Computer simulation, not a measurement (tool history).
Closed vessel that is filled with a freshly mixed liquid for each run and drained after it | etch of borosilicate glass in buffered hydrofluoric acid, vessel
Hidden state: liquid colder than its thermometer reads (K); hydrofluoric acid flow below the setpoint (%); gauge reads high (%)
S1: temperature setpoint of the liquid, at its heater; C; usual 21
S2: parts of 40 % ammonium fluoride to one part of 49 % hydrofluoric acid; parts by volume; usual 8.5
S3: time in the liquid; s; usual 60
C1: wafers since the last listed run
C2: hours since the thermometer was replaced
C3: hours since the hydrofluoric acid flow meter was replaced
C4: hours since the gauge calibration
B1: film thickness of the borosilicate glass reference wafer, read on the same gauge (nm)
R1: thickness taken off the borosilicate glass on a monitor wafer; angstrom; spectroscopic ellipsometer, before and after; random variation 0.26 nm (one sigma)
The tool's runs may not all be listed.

run    hour    S1    S2  S3     C1      C2      C3      C4      B1      R1
  1       0    21   8.5  80      0    1420   567.9  1541.3  130.04  1033.7
  2    80.1    21   8.5  80  11357  1500.1     648  1621.4  130.03    1039
  3     149    21   8.5  80   9769    1569   716.9  1690.3  129.99  1044.7
  4   203.3    21   8.5  60   7699  1623.3   771.2  1744.6  129.98   780.1
  5   268.5    21   8.5  60   9245  1688.5   836.4  1809.8  130.02   781.5
  6   327.4    21   8.5  60   8351  1747.4   895.3  1868.7  129.99   780.2
  7   433.4    21   8.5  60  15030  1853.4  1001.3  1974.7  129.97     783
  8   536.5    21   8.5  60  14619  1956.5  1104.4  2077.8  130.04   778.5
  9   604.9    21   8.5  60   9698  2024.9  1172.8  2146.2  130.06   777.2
      623.9  -- gauge calibrated
 10   694.6    21   8.5  60  12719  2114.6  1262.5    70.7  130.03   781.2
 11   787.2    21   8.5  60  13130  2207.2  1355.1   163.3  130.01   777.9
      796.1  -- thermometer replaced
 12   850.1    21   8.5  60   8777      54    1418   226.2  129.98   778.7
 13   914.8    21   8.5  60   9174   118.7  1482.7   290.9     130   780.8
      974.9  -- hydrofluoric acid flow meter replaced
 14  1013.1  17.5   7.5  80  13796     217    38.2   389.2  130.02   990.2
 15  1058.1    21  11.5  40   6380     262    83.2   434.2  130.01   394.2
 16  1143.4    21     6  75  12095   347.3   168.5   519.5  130.01  1386.4
 17  1214.9    21   8.5  60  10138   418.8     240     591  130.04   774.4
 18  1285.2    24     6  40   9968   489.1   310.3   661.3  129.97   869.3
 19  1367.2  23.5   8.5  70  11627   571.1   392.3   743.3  129.98  1041.9
 20  1439.3    21   8.5  60  10223   643.2   464.4   815.4  129.99   779.4
 21  1498.5    21   8.5  60   8394   702.4   523.6   874.6  130.02   776.1
 22  1604.2    17   8.5  80  14987   808.1   629.3   980.3  130.01   836.5
 23  1678.5    18  11.5  95  10535   882.4   703.6  1054.6  129.97   801.7
 24  1719.7  22.5   7.5  35   5842   923.6   744.8  1095.8  129.93   566.5
 25  1790.3    21   8.5  60  10010   994.2   815.4  1166.4  129.96   775.2
 26  1839.3    18    10  60   6948  1043.2   864.4  1215.4  130.02   577.7

Forecast each of these 3 alternatives for the next run:
  A  1840    21   8.5  30  99  1043.9  865.1  1216.1   ?   ?
  B  1840    19   8.5  80  99  1043.9  865.1  1216.1   ?   ?
  C  1840  19.5  11.5  60  99  1043.9  865.1  1216.1   ?   ?

run      B1     R1
  A  129.97  389.7
  B  129.97  931.6
  C  129.97  548.5
Without the tool's hidden state the same runs would have given:
run     R1
  A  389.7
  B  931.6
  C  548.5
